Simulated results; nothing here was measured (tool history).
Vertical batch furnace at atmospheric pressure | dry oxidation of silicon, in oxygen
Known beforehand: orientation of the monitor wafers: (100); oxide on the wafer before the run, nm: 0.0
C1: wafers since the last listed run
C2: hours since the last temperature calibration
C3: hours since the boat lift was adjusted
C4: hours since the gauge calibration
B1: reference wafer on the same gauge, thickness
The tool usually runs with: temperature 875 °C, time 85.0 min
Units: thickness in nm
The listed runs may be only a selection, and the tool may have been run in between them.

{"run": 1, "hour": 0.0, "temperature": 875, "time": 85.0, "C1": 0, "C2": 3864.6, "C3": 3062.3, "C4": 138.0, "B1": 20.6, "thickness": 18.36}
{"run": 2, "hour": 34.2, "temperature": 875, "time": 85.0, "C1": 547, "C2": 3898.8, "C3": 3096.5, "C4": 172.2, "B1": 20.6, "thickness": 18.31}
{"hour": 62.4, "done": "gauge calibrated"}
{"run": 3, "hour": 66.7, "temperature": 875, "time": 85.0, "C1": 519, "C2": 3931.3, "C3": 3129.0, "C4": 4.3, "B1": 20.6, "thickness": 18.28}
{"run": 4, "hour": 93.3, "temperature": 875, "time": 85.0, "C1": 425, "C2": 3957.9, "C3": 3155.6, "C4": 30.9, "B1": 20.6, "thickness": 18.32}
{"hour": 138.8, "done": "boat lift adjusted"}
{"hour": 155.2, "done": "thermocouples replaced and temperature profile calibrated"}
{"run": 5, "hour": 155.7, "temperature": 875, "time": 85.0, "C1": 351, "C2": 0.5, "C3": 16.9, "C4": 93.3, "B1": 20.6, "thickness": 18.35}
{"run": 6, "hour": 160.2, "temperature": 863, "time": 85.0, "C1": 71, "C2": 5.0, "C3": 21.4, "C4": 97.8, "B1": 20.6, "thickness": 16.05}
{"run": 7, "hour": 187.6, "temperature": 863, "time": 85.0, "C1": 438, "C2": 32.4, "C3": 48.8, "C4": 125.2, "B1": 20.6, "thickness": 16.06}
{"run": 8, "hour": 202.9, "temperature": 851, "time": 111.0, "C1": 244, "C2": 47.7, "C3": 64.1, "C4": 140.5, "B1": 20.6, "thickness": 16.81}
{"run": 9, "hour": 232.6, "temperature": 895, "time": 47.5, "C1": 475, "C2": 77.4, "C3": 93.8, "C4": 170.2, "B1": 20.6, "thickness": 15.33}
{"run": 10, "hour": 245.5, "temperature": 875, "time": 51.5, "C1": 206, "C2": 90.3, "C3": 106.7, "C4": 183.1, "B1": 20.6, "thickness": 13.03}
{"hour": 270.3, "done": "gauge calibrated"}
{"run": 11, "hour": 271.6, "temperature": 875, "time": 85.0, "C1": 417, "C2": 116.4, "C3": 132.8, "C4": 1.3, "B1": 20.6, "thickness": 18.37}
{"run": 12, "hour": 291.4, "temperature": 875, "time": 116.0, "C1": 316, "C2": 136.2, "C3": 152.6, "C4": 21.1, "B1": 20.6, "thickness": 22.5}
{"run": 13, "hour": 316.2, "temperature": 882, "time": 124.5, "C1": 396, "C2": 161.0, "C3": 177.4, "C4": 45.9, "B1": 20.6, "thickness": 25.39}
{"run": 14, "hour": 328.5, "temperature": 856, "time": 96.0, "C1": 196, "C2": 173.3, "C3": 189.7, "C4": 58.2, "B1": 20.6, "thickness": 16.14}
{"run": 15, "hour": 354.8, "temperature": 875, "time": 85.0, "C1": 420, "C2": 199.6, "C3": 216.0, "C4": 84.5, "B1": 20.6, "thickness": 18.31}

5 ways to go on from here, each from the tool as it stands after run 15. What would each give?
{"run": "A", "hour": 359.4, "temperature": 875, "time": 85.0, "C1": 73, "C2": 204.2, "C3": 220.6, "C4": 89.1, "B1": "?", "thickness": "?"}
{"run": "B", "hour": 359.4, "temperature": 888, "time": 45.0, "C1": 73, "C2": 204.2, "C3": 220.6, "C4": 89.1, "B1": "?", "thickness": "?"}
{"run": "C", "hour": 359.4, "temperature": 885, "time": 85.0, "C1": 73, "C2": 204.2, "C3": 220.6, "C4": 89.1, "B1": "?", "thickness": "?"}
{"run": "D", "hour": 359.4, "temperature": 865, "time": 85.0, "C1": 73, "C2": 204.2, "C3": 220.6, "C4": 89.1, "B1": "?", "thickness": "?"}
{"run": "E", "hour": 359.4, "temperature": 857, "time": 98.5, "C1": 73, "C2": 204.2, "C3": 220.6, "C4": 89.1, "B1": "?", "thickness": "?"}

run=A B1=20.6 thickness=18.33
run=B B1=20.6 thickness=13.73
run=C B1=20.6 thickness=20.38
run=D B1=20.6 thickness=16.43
run=E B1=20.6 thickness=16.59
Without the tool's unlogged condition, the same runs would have read:
run=A thickness=18.33
run=B thickness=13.73
run=C thickness=20.38
run=D thickness=16.43
run=E thickness=16.59

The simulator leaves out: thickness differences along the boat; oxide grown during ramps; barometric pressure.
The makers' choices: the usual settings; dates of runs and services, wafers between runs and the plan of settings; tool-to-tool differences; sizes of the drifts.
